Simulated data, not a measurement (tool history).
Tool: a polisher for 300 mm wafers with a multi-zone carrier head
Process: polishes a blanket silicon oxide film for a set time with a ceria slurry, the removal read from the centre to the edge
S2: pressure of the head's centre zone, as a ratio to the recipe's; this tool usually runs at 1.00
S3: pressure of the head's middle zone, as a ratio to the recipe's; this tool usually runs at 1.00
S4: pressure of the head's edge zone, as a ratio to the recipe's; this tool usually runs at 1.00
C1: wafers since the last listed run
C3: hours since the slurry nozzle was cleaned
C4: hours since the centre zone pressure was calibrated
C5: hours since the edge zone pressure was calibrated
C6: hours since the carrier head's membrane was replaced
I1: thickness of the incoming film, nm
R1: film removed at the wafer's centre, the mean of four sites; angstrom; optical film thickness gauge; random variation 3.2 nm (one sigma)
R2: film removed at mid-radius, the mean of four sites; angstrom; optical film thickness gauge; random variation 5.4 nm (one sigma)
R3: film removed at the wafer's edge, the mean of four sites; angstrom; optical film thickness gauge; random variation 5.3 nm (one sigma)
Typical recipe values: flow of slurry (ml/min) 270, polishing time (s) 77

Run 1, day 0.000: usual settings but polishing time (s) 86; C1 0; wafers polished on this pad 322; C3 698.2; C4 652.3; C5 856.6; C6 1296.1; I1 1662.2. Result: R1 6046 angstrom, R2 6706 angstrom, R3 6810 angstrom.
Run 2, day 0.458: usual settings but polishing time (s) 86; C1 92; wafers polished on this pad 415; C3 709.2; C4 663.3; C5 867.6; C6 1307.1; I1 1661.4. Result: R1 6004 angstrom, R2 6574 angstrom, R3 6855 angstrom.
Run 3, day 0.908: usual settings but polishing time (s) 86; C1 91; wafers polished on this pad 506; C3 720.0; C4 674.1; C5 878.4; C6 1317.9; I1 1654.8. Result: R1 5974 angstrom, R2 6587 angstrom, R3 6576 angstrom.
Run 4, day 1.308: usual settings; C1 81; wafers polished on this pad 587; C3 729.6; C4 683.7; C5 888.0; C6 1327.5; I1 1658.1. Result: R1 5333 angstrom, R2 5773 angstrom, R3 6072 angstrom.
Run 5, day 1.571: usual settings but flow of slurry (ml/min) 320, S4 1.03; C1 53; wafers polished on this pad 640; C3 735.9; C4 690.0; C5 894.3; C6 1333.8; I1 1641.8. Result: R1 5410 angstrom, R2 5997 angstrom, R3 6125 angstrom.
Run 6, day 1.967: usual settings but flow of slurry (ml/min) 320, S4 1.03; C1 80; wafers polished on this pad 720; C3 745.4; C4 699.5; C5 903.8; C6 1343.3; I1 1651.1. Result: R1 5454 angstrom, R2 5877 angstrom, R3 6121 angstrom.
At day 2.288: slurry nozzle cleaned.
Run 7, day 2.308: usual settings but flow of slurry (ml/min) 320, S4 1.03; C1 60; wafers polished on this pad 781; C3 0.5; C4 707.7; C5 912.0; C6 1351.5; I1 1641.5. Result: R1 5392 angstrom, R2 5890 angstrom, R3 6154 angstrom.
At day 2.567: carrier head's membrane replaced by a new one.
At day 2.596: edge zone pressure recalibrated.
At day 2.608: centre zone pressure recalibrated.
At day 2.804: worn pad replaced by a new one.
Run 8, day 2.825: usual settings but flow of slurry (ml/min) 300, S3 0.97, S4 1.08, polishing time (s) 94; C1 20; wafers polished on this pad 4; C3 12.9; C4 5.2; C5 5.5; C6 6.2; I1 1628.0. Result: R1 8058 angstrom, R2 7677 angstrom, R3 8231 angstrom.
Run 9, day 3.246: usual settings but flow of slurry (ml/min) 330, S4 1.04; C1 85; wafers polished on this pad 89; C3 23.0; C4 15.3; C5 15.6; C6 16.3; I1 1652.7. Result: R1 6504 angstrom, R2 6301 angstrom, R3 6613 angstrom.
Run 10, day 3.525: usual settings but flow of slurry (ml/min) 330; C1 56; wafers polished on this pad 145; C3 29.7; C4 22.0; C5 22.3; C6 23.0; I1 1649.2. Result: R1 6389 angstrom, R2 6178 angstrom, R3 6437 angstrom.
Run 11, day 3.871: usual settings but flow of slurry (ml/min) 180; C1 70; wafers polished on this pad 216; C3 38.0; C4 30.3; C5 30.6; C6 31.3; I1 1634.2. Result: R1 5846 angstrom, R2 5751 angstrom, R3 5888 angstrom.
Run 12, day 4.446: usual settings; C1 116; wafers polished on this pad 332; C3 51.8; C4 44.1; C5 44.4; C6 45.1; I1 1644.0. Result: R1 6055 angstrom, R2 6024 angstrom, R3 6060 angstrom.
Run 13, day 4.758: usual settings but polishing time (s) 69; C1 63; wafers polished on this pad 395; C3 59.3; C4 51.6; C5 51.9; C6 52.6; I1 1669.3. Result: R1 5441 angstrom, R2 5380 angstrom, R3 5460 angstrom.
Run 14, day 5.504: usual settings; C1 151; wafers polished on this pad 547; C3 77.2; C4 69.5; C5 69.8; C6 70.5; I1 1646.0. Result: R1 5963 angstrom, R2 5947 angstrom, R3 5943 angstrom.

Predict each of these 5 candidate next runs independently; none follows another, all start after run 14:
Run A, day 5.525: usual settings but flow of slurry (ml/min) 340; C1 4; wafers polished on this pad 551; C3 77.7; C4 70.0; C5 70.3; C6 71.0; I1 1659.5. Result: R1 ?, R2 ?, R3 ?.
Run B, day 5.525: usual settings but S3 0.94; C1 4; wafers polished on this pad 551; C3 77.7; C4 70.0; C5 70.3; C6 71.0; I1 1659.5. Result: R1 ?, R2 ?, R3 ?.
Run C, day 5.525: usual settings but polishing time (s) 66; C1 4; wafers polished on this pad 551; C3 77.7; C4 70.0; C5 70.3; C6 71.0; I1 1659.5. Result: R1 ?, R2 ?, R3 ?.
Run D, day 5.525: usual settings but S2 1.05, S3 1.09, S4 1.03, polishing time (s) 94; C1 4; wafers polished on this pad 551; C3 77.7; C4 70.0; C5 70.3; C6 71.0; I1 1659.5. Result: R1 ?, R2 ?, R3 ?.
Run E, day 5.525: usual settings but S3 0.96, S4 1.04, polishing time (s) 102; C1 4; wafers polished on this pad 551; C3 77.7; C4 70.0; C5 70.3; C6 71.0; I1 1659.5. Result: R1 ?, R2 ?, R3 ?.

run    R1    R2    R3
  A  6091  6021  6142
  B  5944  5625  6044
  C  5097  5049  5177
  D  7630  7677  7472
  E  7875  7568  8159
What these runs would have given with no unlogged condition in the tool:
run    R1    R2    R3
  A  6663  6385  6514
  B  6502  5964  6410
  C  5575  5354  5491
  D  8345  8140  7924
  E  8614  8025  8653
